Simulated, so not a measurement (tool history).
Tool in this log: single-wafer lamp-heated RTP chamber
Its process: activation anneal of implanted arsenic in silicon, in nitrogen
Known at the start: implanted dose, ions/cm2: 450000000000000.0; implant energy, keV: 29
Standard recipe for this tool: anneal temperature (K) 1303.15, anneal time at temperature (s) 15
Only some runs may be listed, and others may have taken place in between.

run	hour	anneal temperature (K)	anneal time at temperature (s)	read-back reference wafer on the same gauge, sheet resistance	sheet resistance of the implanted and annealed layer (ohm/square)
1	0.0	1303.15	10	206.97	231.82
2	85.2	1303.15	10	207.04	232.03
3	162.8	1303.15	10	207.07	231.60
# hour 199.7: reflector plate cleaned
4	239.8	1303.15	15	206.94	229.60
# hour 324.9: pyrometer window cleaned and pyrometer calibrated
5	332.2	1303.15	15	207.03	229.89
6	407.9	1303.15	15	207.16	230.06
7	446.8	1303.15	15	206.88	230.79
# hour 494.0: gauge calibrated
8	529.9	1303.15	15	206.94	229.79
9	599.9	1303.15	15	206.96	229.96
10	702.2	1303.15	15	206.90	230.27
# hour 756.1: reflector plate cleaned
11	802.0	1303.15	15	206.81	229.29
12	857.5	1303.15	15	207.14	229.29
13	940.0	1287.15	20	206.99	230.13
# hour 985.7: pyrometer window cleaned and pyrometer calibrated
14	986.2	1303.15	15	207.05	230.52
15	1033.5	1303.15	15	207.02	230.71
16	1121.2	1303.15	15	206.95	230.11
17	1208.2	1290.15	19	206.90	229.81
18	1258.1	1277.15	10	206.92	234.74
19	1297.3	1303.15	15	206.90	229.90
20	1387.5	1303.15	20	207.01	228.56
21	1452.6	1327.15	18	207.19	225.59
# hour 1468.4: reflector plate cleaned
22	1508.6	1328.15	10	207.02	228.33
# hour 1538.0: pyrometer window cleaned and pyrometer calibrated
23	1578.9	1294.15	21	207.07	230.39
24	1772.3	1294.15	6	207.04	235.62
25	1831.4	1314.15	24	207.09	227.08
26	1905.1	1303.15	18	206.93	228.75
27	1995.9	1303.15	15	206.93	229.91
28	2060.1	1303.15	15	206.93	229.67
# hour 2129.2: reflector plate cleaned
29	2161.0	1311.15	6	207.03	233.02
30	2210.8	1285.15	22	206.91	229.44
# hour 2254.2: pyrometer window cleaned and pyrometer calibrated
31	2258.1	1303.15	15	207.02	230.11
32	2349.8	1286.15	7	206.84	235.69
33	2429.2	1303.15	15	207.08	229.44
34	2505.3	1303.15	15	206.94	229.99
35	2550.1	1273.15	18	206.99	232.88

Alternative continuations, all from the tool just after run 35; predict every row:
A	2550.5	1303.15	15	?	?
B	2550.5	1283.15	20	?	?
C	2550.5	1303.15	9	?	?
D	2550.5	1293.15	24	?	?
E	2550.5	1331.15	18	?	?

run	read-back reference wafer on the same gauge, sheet resistance	sheet resistance of the implanted and annealed layer (ohm/square)
A	206.93	230.18
B	206.93	231.10
C	206.93	232.59
D	206.93	229.13
E	206.93	226.06
The same runs, with their run-to-run variation unchanged, on a tool lacking any hidden condition would have given:
run	sheet resistance of the implanted and annealed layer (ohm/square)
A	230.67
B	231.61
C	233.07
D	229.64
E	226.62
